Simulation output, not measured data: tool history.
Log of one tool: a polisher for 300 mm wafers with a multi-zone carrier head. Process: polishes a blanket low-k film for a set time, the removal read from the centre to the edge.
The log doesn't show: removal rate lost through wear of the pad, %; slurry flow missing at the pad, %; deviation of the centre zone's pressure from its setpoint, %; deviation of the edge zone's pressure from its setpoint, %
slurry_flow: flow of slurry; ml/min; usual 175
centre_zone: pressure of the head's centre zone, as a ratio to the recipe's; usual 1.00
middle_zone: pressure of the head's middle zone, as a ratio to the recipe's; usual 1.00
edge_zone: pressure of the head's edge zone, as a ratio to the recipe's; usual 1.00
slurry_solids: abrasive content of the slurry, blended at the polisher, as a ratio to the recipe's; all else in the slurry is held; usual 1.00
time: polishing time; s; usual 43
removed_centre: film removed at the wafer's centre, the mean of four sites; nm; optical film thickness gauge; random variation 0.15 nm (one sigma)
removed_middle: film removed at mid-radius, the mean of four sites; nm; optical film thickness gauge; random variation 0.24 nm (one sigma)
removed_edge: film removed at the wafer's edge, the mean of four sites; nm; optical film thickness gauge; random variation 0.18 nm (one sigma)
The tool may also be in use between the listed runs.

run	hour	slurry_flow	centre_zone	middle_zone	edge_zone	slurry_solids	time	wafers since the last listed run	wafers polished on this pad	hours since the slurry nozzle was cleaned	hours since the centre zone pressure was calibrated	hours since the edge zone pressure was calibrated	hours since the carrier head's membrane was replaced	incoming thickness of the incoming film, nm	removed_centre	removed_middle	removed_edge
1	0.0	175	1.00	1.00	1.00	1.00	34	0	947	86.6	739.1	562.9	754.6	465.9	15.0	13.4	14.2
2	16.1	175	1.00	1.00	1.00	1.00	34	184	1131	102.7	755.2	579.0	770.7	462.8	15.0	13.6	14.3
3	50.2	175	1.00	1.00	1.00	1.00	43	390	1522	136.8	789.3	613.1	804.8	453.6	18.8	16.5	18.1
# hour 84.3: worn pad replaced by a new one
4	85.8	175	1.00	1.08	1.00	1.00	43	361	16	172.4	824.9	648.7	840.4	464.1	18.7	17.9	18.4
5	169.4	175	1.00	1.00	1.00	1.00	43	957	974	256.0	908.5	732.3	924.0	458.9	18.9	17.1	17.8
6	196.0	175	1.00	1.00	1.00	1.00	43	304	1279	282.6	935.1	758.9	950.6	457.3	19.2	16.5	17.9
7	216.8	175	1.00	1.00	1.00	1.00	43	238	1517	303.4	955.9	779.7	971.4	456.5	19.2	17.1	18.0
# hour 238.8: edge zone pressure recalibrated
8	239.3	160	1.00	1.00	1.00	1.00	43	234	1752	325.9	978.4	0.5	993.9	456.4	18.4	16.7	17.8
# hour 247.5: worn pad replaced by a new one
9	269.2	160	1.00	1.00	1.00	1.00	43	296	248	355.8	1008.3	30.4	1023.8	468.2	18.4	16.8	17.8
# hour 289.1: carrier head's membrane replaced by a new one
10	289.6	160	1.00	1.00	1.00	1.00	43	176	424	376.2	1028.7	50.8	0.5	469.8	18.8	16.4	17.8
11	361.5	155	1.00	0.89	1.00	1.00	33	823	1248	448.1	1100.6	122.7	72.4	468.6	14.1	11.6	13.5
12	376.7	175	1.00	1.00	0.90	1.00	43	174	1422	463.3	1115.8	137.9	87.6	452.4	19.0	17.1	17.0
13	391.6	175	1.00	1.11	1.07	1.00	34	170	1592	478.2	1130.7	152.8	102.5	457.7	15.1	14.7	14.8
# hour 410.6: worn pad replaced by a new one
14	418.1	175	1.00	1.00	1.00	1.00	43	257	85	504.7	1157.2	179.3	129.0	461.3	18.9	17.0	18.0
15	485.2	175	1.00	1.07	1.00	1.25	43	768	854	571.8	1224.3	246.4	196.1	457.1	20.3	19.2	19.7
# hour 496.7: centre zone pressure recalibrated
16	514.0	175	1.00	0.92	1.00	1.30	50	306	1161	600.6	17.3	275.2	224.9	469.4	21.6	19.7	23.1
17	540.4	175	1.07	1.00	1.00	1.00	38	302	1463	627.0	43.7	301.6	251.3	459.3	16.4	15.2	15.7
# hour 549.8: slurry nozzle cleaned
# hour 560.5: worn pad replaced by a new one
18	573.8	155	1.00	1.00	1.00	1.00	43	325	152	24.0	77.1	335.0	284.7	460.5	17.2	16.9	17.9
19	602.5	175	1.00	1.00	1.00	1.00	43	328	481	52.7	105.8	363.7	313.4	462.7	17.8	17.4	18.1
20	630.8	175	1.00	1.00	1.00	1.00	43	324	805	81.0	134.1	392.0	341.7	455.5	18.0	17.2	18.4
21	656.9	125	1.00	1.00	1.00	1.00	37	298	1104	107.1	160.2	418.1	367.8	457.3	14.0	13.6	14.8
# hour 721.5: worn pad replaced by a new one
22	731.7	175	1.00	1.00	1.00	1.15	56	810	116	181.9	235.0	492.9	442.6	457.5	24.2	23.1	24.5

What the log doesn't show, run by run:
removal rate lost through wear of the pad, %: 0 in every run
slurry flow missing at the pad, %: 0 in every run
deviation of the edge zone's pressure from its setpoint, %: 0 in every run
H1: deviation of the centre zone's pressure from its setpoint, %
run	H1
1	9.88
2	9.95
3	10.1
4	10.2
5	10.5
6	10.6
7	10.6
8	10.7
9	10.8
10	10.8
11	10.9
12	11
13	11
14	11
15	11.1
16	0.799
17	1.5
18	2.33
19	2.99
20	3.6
21	4.12
22	5.43

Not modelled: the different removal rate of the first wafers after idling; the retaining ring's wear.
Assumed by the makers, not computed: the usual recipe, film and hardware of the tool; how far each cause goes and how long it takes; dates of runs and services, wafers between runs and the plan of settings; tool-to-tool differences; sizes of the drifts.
